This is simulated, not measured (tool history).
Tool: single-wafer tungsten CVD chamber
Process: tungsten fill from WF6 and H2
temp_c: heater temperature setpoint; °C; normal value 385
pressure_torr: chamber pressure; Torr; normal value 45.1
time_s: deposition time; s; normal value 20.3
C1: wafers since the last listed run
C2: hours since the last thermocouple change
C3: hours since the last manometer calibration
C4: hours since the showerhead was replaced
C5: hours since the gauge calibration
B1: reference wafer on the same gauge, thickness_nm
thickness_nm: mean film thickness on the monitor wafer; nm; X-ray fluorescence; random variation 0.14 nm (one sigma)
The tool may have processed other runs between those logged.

{"run": 1, "hour": 0.0, "temp_c": 385, "pressure_torr": 50.0, "time_s": 20.3, "C1": 0, "C2": 1011.1, "C3": 2081.3, "C4": 3365.1, "C5": 586.7, "B1": 40.919, "thickness_nm": 50.607}
{"run": 2, "hour": 16.2, "temp_c": 376, "pressure_torr": 45.1, "time_s": 20.3, "C1": 497, "C2": 1027.3, "C3": 2097.5, "C4": 3381.3, "C5": 602.9, "B1": 40.891, "thickness_nm": 41.183}
{"run": 3, "hour": 47.8, "temp_c": 376, "pressure_torr": 45.1, "time_s": 20.3, "C1": 970, "C2": 1058.9, "C3": 2129.1, "C4": 3412.9, "C5": 634.5, "B1": 40.853, "thickness_nm": 41.267}
{"run": 4, "hour": 63.0, "temp_c": 385, "pressure_torr": 45.1, "time_s": 17.3, "C1": 467, "C2": 1074.1, "C3": 2144.3, "C4": 3428.1, "C5": 649.7, "B1": 40.813, "thickness_nm": 41.305}
{"run": 5, "hour": 86.3, "temp_c": 385, "pressure_torr": 45.1, "time_s": 17.3, "C1": 715, "C2": 1097.4, "C3": 2167.6, "C4": 3451.4, "C5": 673.0, "B1": 40.799, "thickness_nm": 41.137}
{"run": 6, "hour": 101.3, "temp_c": 385, "pressure_torr": 45.1, "time_s": 20.3, "C1": 460, "C2": 1112.4, "C3": 2182.6, "C4": 3466.4, "C5": 688.0, "B1": 40.786, "thickness_nm": 48.487}
{"run": 7, "hour": 123.6, "temp_c": 385, "pressure_torr": 45.1, "time_s": 20.3, "C1": 685, "C2": 1134.7, "C3": 2204.9, "C4": 3488.7, "C5": 710.3, "B1": 40.777, "thickness_nm": 48.154}
{"run": 8, "hour": 159.4, "temp_c": 385, "pressure_torr": 45.1, "time_s": 21.2, "C1": 1099, "C2": 1170.5, "C3": 2240.7, "C4": 3524.5, "C5": 746.1, "B1": 40.676, "thickness_nm": 50.093}
{"run": 9, "hour": 175.5, "temp_c": 385, "pressure_torr": 45.1, "time_s": 20.3, "C1": 494, "C2": 1186.6, "C3": 2256.8, "C4": 3540.6, "C5": 762.2, "B1": 40.671, "thickness_nm": 48.13}
{"run": 10, "hour": 204.1, "temp_c": 385, "pressure_torr": 45.1, "time_s": 20.3, "C1": 878, "C2": 1215.2, "C3": 2285.4, "C4": 3569.2, "C5": 790.8, "B1": 40.57, "thickness_nm": 47.906}
{"run": 11, "hour": 217.8, "temp_c": 385, "pressure_torr": 45.1, "time_s": 20.3, "C1": 420, "C2": 1228.9, "C3": 2299.1, "C4": 3582.9, "C5": 804.5, "B1": 40.599, "thickness_nm": 48.098}
{"run": 12, "hour": 237.4, "temp_c": 385, "pressure_torr": 45.1, "time_s": 20.3, "C1": 602, "C2": 1248.5, "C3": 2318.7, "C4": 3602.5, "C5": 824.1, "B1": 40.538, "thickness_nm": 47.864}
{"run": 13, "hour": 272.5, "temp_c": 385, "pressure_torr": 41.1, "time_s": 20.3, "C1": 1078, "C2": 1283.6, "C3": 2353.8, "C4": 3637.6, "C5": 859.2, "B1": 40.447, "thickness_nm": 45.726}
{"hour": 295.4, "done": "capacitance manometer re-zeroed and calibrated"}
{"run": 14, "hour": 295.9, "temp_c": 385, "pressure_torr": 45.1, "time_s": 20.3, "C1": 473, "C2": 1307.0, "C3": 0.5, "C4": 3661.0, "C5": 882.6, "B1": 40.373, "thickness_nm": 47.557}
{"run": 15, "hour": 306.0, "temp_c": 375, "pressure_torr": 49.6, "time_s": 17.3, "C1": 310, "C2": 1317.1, "C3": 10.6, "C4": 3671.1, "C5": 892.7, "B1": 40.372, "thickness_nm": 35.594}
{"hour": 315.0, "done": "thermocouple changed; heater temperature recalibrated"}
{"run": 16, "hour": 330.1, "temp_c": 394, "pressure_torr": 45.1, "time_s": 21.7, "C1": 494, "C2": 15.1, "C3": 34.7, "C4": 3695.2, "C5": 916.8, "B1": 40.321, "thickness_nm": 59.457}
{"run": 17, "hour": 382.0, "temp_c": 385, "pressure_torr": 45.1, "time_s": 20.3, "C1": 1594, "C2": 67.0, "C3": 86.6, "C4": 3747.1, "C5": 968.7, "B1": 40.193, "thickness_nm": 47.353}
{"run": 18, "hour": 415.7, "temp_c": 385, "pressure_torr": 48.0, "time_s": 17.6, "C1": 1035, "C2": 100.7, "C3": 120.3, "C4": 3780.8, "C5": 1002.4, "B1": 40.135, "thickness_nm": 42.212}
{"run": 19, "hour": 451.0, "temp_c": 385, "pressure_torr": 45.1, "time_s": 20.3, "C1": 1084, "C2": 136.0, "C3": 155.6, "C4": 3816.1, "C5": 1037.7, "B1": 40.034, "thickness_nm": 47.336}
{"hour": 478.8, "done": "showerhead replaced"}
{"run": 20, "hour": 479.3, "temp_c": 400, "pressure_torr": 35.5, "time_s": 17.6, "C1": 623, "C2": 164.3, "C3": 183.9, "C4": 0.5, "C5": 1066.0, "B1": 39.958, "thickness_nm": 46.642}
{"run": 21, "hour": 498.1, "temp_c": 374, "pressure_torr": 34.7, "time_s": 20.3, "C1": 577, "C2": 183.1, "C3": 202.7, "C4": 19.3, "C5": 1084.8, "B1": 39.91, "thickness_nm": 34.113}
{"hour": 525.6, "done": "gauge calibrated"}
{"run": 22, "hour": 525.7, "temp_c": 395, "pressure_torr": 45.1, "time_s": 20.3, "C1": 847, "C2": 210.7, "C3": 230.3, "C4": 46.9, "C5": 0.1, "B1": 41.218, "thickness_nm": 57.573}
{"run": 23, "hour": 556.6, "temp_c": 385, "pressure_torr": 53.2, "time_s": 20.3, "C1": 949, "C2": 241.6, "C3": 261.2, "C4": 77.8, "C5": 31.0, "B1": 41.242, "thickness_nm": 52.604}
{"run": 24, "hour": 572.3, "temp_c": 396, "pressure_torr": 45.1, "time_s": 20.3, "C1": 482, "C2": 257.3, "C3": 276.9, "C4": 93.5, "C5": 46.7, "B1": 41.236, "thickness_nm": 58.695}
{"run": 25, "hour": 585.8, "temp_c": 394, "pressure_torr": 51.2, "time_s": 22.6, "C1": 414, "C2": 270.8, "C3": 290.4, "C4": 107.0, "C5": 60.2, "B1": 41.218, "thickness_nm": 67.443}
{"run": 26, "hour": 620.7, "temp_c": 385, "pressure_torr": 52.8, "time_s": 16.8, "C1": 1072, "C2": 305.7, "C3": 325.3, "C4": 141.9, "C5": 95.1, "B1": 41.191, "thickness_nm": 43.401}
{"run": 27, "hour": 653.3, "temp_c": 399, "pressure_torr": 55.7, "time_s": 23.3, "C1": 1001, "C2": 338.3, "C3": 357.9, "C4": 174.5, "C5": 127.7, "B1": 41.199, "thickness_nm": 78.378}
{"run": 28, "hour": 684.0, "temp_c": 400, "pressure_torr": 45.1, "time_s": 21.8, "C1": 943, "C2": 369.0, "C3": 388.6, "C4": 205.2, "C5": 158.4, "B1": 41.204, "thickness_nm": 67.144}
{"run": 29, "hour": 701.0, "temp_c": 380, "pressure_torr": 45.1, "time_s": 17.9, "C1": 522, "C2": 386.0, "C3": 405.6, "C4": 222.2, "C5": 175.4, "B1": 41.203, "thickness_nm": 39.119}
{"run": 30, "hour": 720.9, "temp_c": 385, "pressure_torr": 45.1, "time_s": 20.3, "C1": 611, "C2": 405.9, "C3": 425.5, "C4": 242.1, "C5": 195.3, "B1": 41.138, "thickness_nm": 48.688}
{"run": 31, "hour": 747.8, "temp_c": 381, "pressure_torr": 45.1, "time_s": 20.3, "C1": 826, "C2": 432.8, "C3": 452.4, "C4": 269.0, "C5": 222.2, "B1": 41.193, "thickness_nm": 45.571}
{"run": 32, "hour": 772.4, "temp_c": 385, "pressure_torr": 45.1, "time_s": 20.3, "C1": 755, "C2": 457.4, "C3": 477.0, "C4": 293.6, "C5": 246.8, "B1": 41.113, "thickness_nm": 48.65}
{"run": 33, "hour": 797.8, "temp_c": 396, "pressure_torr": 38.7, "time_s": 17.4, "C1": 780, "C2": 482.8, "C3": 502.4, "C4": 319.0, "C5": 272.2, "B1": 41.126, "thickness_nm": 46.747}

Below are 5 alternative next runs, each starting from the tool's condition after run 33. Predict each:
{"run": "A", "hour": 798.2, "temp_c": 385, "pressure_torr": 45.1, "time_s": 20.3, "C1": 12, "C2": 483.2, "C3": 502.8, "C4": 319.4, "C5": 272.6, "B1": "?", "thickness_nm": "?"}
{"run": "B", "hour": 798.2, "temp_c": 385, "pressure_torr": 35.8, "time_s": 20.3, "C1": 12, "C2": 483.2, "C3": 502.8, "C4": 319.4, "C5": 272.6, "B1": "?", "thickness_nm": "?"}
{"run": "C", "hour": 798.2, "temp_c": 385, "pressure_torr": 49.3, "time_s": 20.3, "C1": 12, "C2": 483.2, "C3": 502.8, "C4": 319.4, "C5": 272.6, "B1": "?", "thickness_nm": "?"}
{"run": "D", "hour": 798.2, "temp_c": 400, "pressure_torr": 48.9, "time_s": 16.5, "C1": 12, "C2": 483.2, "C3": 502.8, "C4": 319.4, "C5": 272.6, "B1": "?", "thickness_nm": "?"}
{"run": "E", "hour": 798.2, "temp_c": 379, "pressure_torr": 34.9, "time_s": 16.6, "C1": 12, "C2": 483.2, "C3": 502.8, "C4": 319.4, "C5": 272.6, "B1": "?", "thickness_nm": "?"}

run=A B1=41.130 thickness_nm=48.537
run=B B1=41.130 thickness_nm=43.304
run=C B1=41.130 thickness_nm=50.661
run=D B1=41.130 thickness_nm=52.783
run=E B1=41.130 thickness_nm=31.424
Had the tool no hidden state, the same runs would have come out as:
run=A thickness_nm=48.741
run=B thickness_nm=43.486
run=C thickness_nm=50.874
run=D thickness_nm=53.005
run=E thickness_nm=31.557

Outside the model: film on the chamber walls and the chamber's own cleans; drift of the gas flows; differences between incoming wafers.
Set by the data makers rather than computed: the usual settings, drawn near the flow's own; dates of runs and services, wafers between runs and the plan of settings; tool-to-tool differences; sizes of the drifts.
